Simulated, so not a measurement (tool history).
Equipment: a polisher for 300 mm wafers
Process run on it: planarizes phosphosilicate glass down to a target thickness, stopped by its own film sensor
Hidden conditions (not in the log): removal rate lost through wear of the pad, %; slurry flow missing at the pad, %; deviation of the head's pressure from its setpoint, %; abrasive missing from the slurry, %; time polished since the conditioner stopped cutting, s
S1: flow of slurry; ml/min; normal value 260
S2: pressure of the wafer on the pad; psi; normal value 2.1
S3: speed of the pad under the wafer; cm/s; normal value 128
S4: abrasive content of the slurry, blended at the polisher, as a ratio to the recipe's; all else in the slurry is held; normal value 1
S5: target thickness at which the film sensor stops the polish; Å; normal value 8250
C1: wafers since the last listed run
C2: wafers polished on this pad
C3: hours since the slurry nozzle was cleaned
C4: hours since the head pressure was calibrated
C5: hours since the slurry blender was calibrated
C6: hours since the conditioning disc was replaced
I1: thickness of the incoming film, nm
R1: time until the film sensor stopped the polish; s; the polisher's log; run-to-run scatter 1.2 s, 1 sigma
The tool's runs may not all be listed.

Run 1, hour 0: usual settings but S4 1.2; C1 0; C2 411; C3 19.7; C4 9.7; C5 288.8; C6 117.3; I1 1253.9. Result: R1 73.7 s.
At hour 3.7: conditioning disc replaced and pad reconditioned.
Run 2, hour 8: usual settings; C1 77; C2 489; C3 27.7; C4 17.7; C5 296.8; C6 4.3; I1 1240.8. Result: R1 78.4 s.
Run 3, hour 16.3: usual settings but S1 280 ml/min; C1 107; C2 597; C3 36; C4 26; C5 305.1; C6 12.6; I1 1251.8. Result: R1 78.5 s.
Run 4, hour 26.9: usual settings but S1 280 ml/min; C1 137; C2 734; C3 46.6; C4 36.6; C5 315.7; C6 23.2; I1 1256.5. Result: R1 80.8 s.
Run 5, hour 39: usual settings but S1 280 ml/min; C1 156; C2 890; C3 58.7; C4 48.7; C5 327.8; C6 35.3; I1 1249.5. Result: R1 78.7 s.
Run 6, hour 50.9: usual settings but S2 2.4 psi; C1 154; C2 1044; C3 70.6; C4 60.6; C5 339.7; C6 47.2; I1 1241.6. Result: R1 69.6 s.
Run 7, hour 61.1: usual settings but S1 290 ml/min, S3 114 cm/s; C1 132; C2 1176; C3 80.8; C4 70.8; C5 349.9; C6 57.4; I1 1262.7. Result: R1 88.2 s.
At hour 65.7: worn pad replaced by a new one.
Run 8, hour 76: usual settings but S1 305 ml/min, S2 2.6 psi, S4 1.25; C1 141; C2 132; C3 95.7; C4 85.7; C5 364.8; C6 72.3; I1 1270.4. Result: R1 61.7 s.
Run 9, hour 113.5: usual settings but S1 195 ml/min, S2 1.7 psi, S4 0.75; C1 485; C2 618; C3 133.2; C4 123.2; C5 402.3; C6 109.8; I1 1256.9. Result: R1 116.8 s.
At hour 120.5: slurry blender recalibrated.
Run 10, hour 123.3: usual settings but S1 220 ml/min, S5 6960 Å; C1 100; C2 719; C3 143; C4 133; C5 2.8; C6 119.6; I1 1254.5. Result: R1 106.6 s.
Run 11, hour 136: usual settings; C1 164; C2 883; C3 155.7; C4 145.7; C5 15.5; C6 132.3; I1 1261.5. Result: R1 82.9 s.
At hour 141.7: conditioning disc replaced and pad reconditioned.
Run 12, hour 153.7: usual settings but S1 320 ml/min, S2 1.7 psi, S3 152 cm/s, S4 0.7; C1 203; C2 1086; C3 173.4; C4 163.4; C5 33.2; C6 12; I1 1259.5. Result: R1 102.1 s.
At hour 162.6: worn pad replaced by a new one.
Run 13, hour 163.1: usual settings but S2 2.6 psi, S3 98 cm/s, S5 8900 Å; C1 69; C2 7; C3 182.8; C4 172.8; C5 42.6; C6 21.4; I1 1258.4. Result: R1 72.1 s.
Run 14, hour 176.5: usual settings but S2 1.8 psi, S3 88 cm/s, S4 1.3, S5 6990 Å; C1 173; C2 180; C3 196.2; C4 186.2; C5 56; C6 34.8; I1 1262.7. Result: R1 144.9 s.
Run 15, hour 187.3: usual settings but S2 2.5 psi; C1 139; C2 320; C3 207; C4 197; C5 66.8; C6 45.6; I1 1260.1. Result: R1 71.8 s.
Run 16, hour 194.3: usual settings; C1 90; C2 410; C3 214; C4 204; C5 73.8; C6 52.6; I1 1254.2. Result: R1 78.3 s.
Run 17, hour 206.1: usual settings but S2 2.4 psi, S5 7660 Å; C1 152; C2 563; C3 225.8; C4 215.8; C5 85.6; C6 64.4; I1 1247.3. Result: R1 80.5 s.
Run 18, hour 220.5: usual settings; C1 186; C2 750; C3 240.2; C4 230.2; C5 100; C6 78.8; I1 1254.2. Result: R1 80.5 s.
Run 19, hour 232.4: usual settings but S1 340 ml/min, S4 1.3, S5 6780 Å; C1 154; C2 904; C3 252.1; C4 242.1; C5 111.9; C6 90.7; I1 1253.2. Result: R1 93.2 s.
Run 20, hour 244.4: usual settings but S1 295 ml/min, S4 1.3; C1 155; C2 1059; C3 264.1; C4 254.1; C5 123.9; C6 102.7; I1 1272.2. Result: R1 72 s.
Run 21, hour 262.4: usual settings; C1 233; C2 1292; C3 282.1; C4 272.1; C5 141.9; C6 120.7; I1 1253.7. Result: R1 80.1 s.
At hour 282.5: worn pad replaced by a new one.
At hour 288.4: head pressure recalibrated.
Run 22, hour 289.5: usual settings but S2 1.6 psi, S5 6750 Å; C1 273; C2 64; C3 309.2; C4 1.1; C5 169; C6 147.8; I1 1267.5. Result: R1 137.3 s.
At hour 291.6: conditioning disc replaced and pad reconditioned.
Run 23, hour 303.2: usual settings but S1 230 ml/min, S5 7320 Å; C1 151; C2 215; C3 322.9; C4 14.8; C5 182.7; C6 11.6; I1 1259.7. Result: R1 102.3 s.
Run 24, hour 315.6: usual settings but S2 1.5 psi, S4 1.15; C1 160; C2 376; C3 335.3; C4 27.2; C5 195.1; C6 24; I1 1242.4. Result: R1 95.6 s.
Run 25, hour 333.3: usual settings but S2 1.8 psi; C1 229; C2 605; C3 353; C4 44.9; C5 212.8; C6 41.7; I1 1262.6. Result: R1 94 s.
Run 26, hour 341.1: usual settings; C1 100; C2 706; C3 360.8; C4 52.7; C5 220.6; C6 49.5; I1 1258.5. Result: R1 78.7 s.

Below are 3 alternative next runs, each starting from the tool's condition after run 26. Predict each:
Run A, hour 341.5: usual settings; C1 5; C2 711; C3 361.2; C4 53.1; C5 221; C6 49.9; I1 1240.8. Result: R1 ?.
Run B, hour 341.5: usual settings but S4 0.9; C1 5; C2 711; C3 361.2; C4 53.1; C5 221; C6 49.9; I1 1240.8. Result: R1 ?.
Run C, hour 341.5: usual settings but S1 310 ml/min, S3 164 cm/s, S5 6980 Å; C1 5; C2 711; C3 361.2; C4 53.1; C5 221; C6 49.9; I1 1240.8. Result: R1 ?.

run    R1
  A  74.9
  B    79
  C  78.8
Had the tool no hidden state, the same runs would have come out as:
run    R1
  A  74.9
  B    79
  C  78.8

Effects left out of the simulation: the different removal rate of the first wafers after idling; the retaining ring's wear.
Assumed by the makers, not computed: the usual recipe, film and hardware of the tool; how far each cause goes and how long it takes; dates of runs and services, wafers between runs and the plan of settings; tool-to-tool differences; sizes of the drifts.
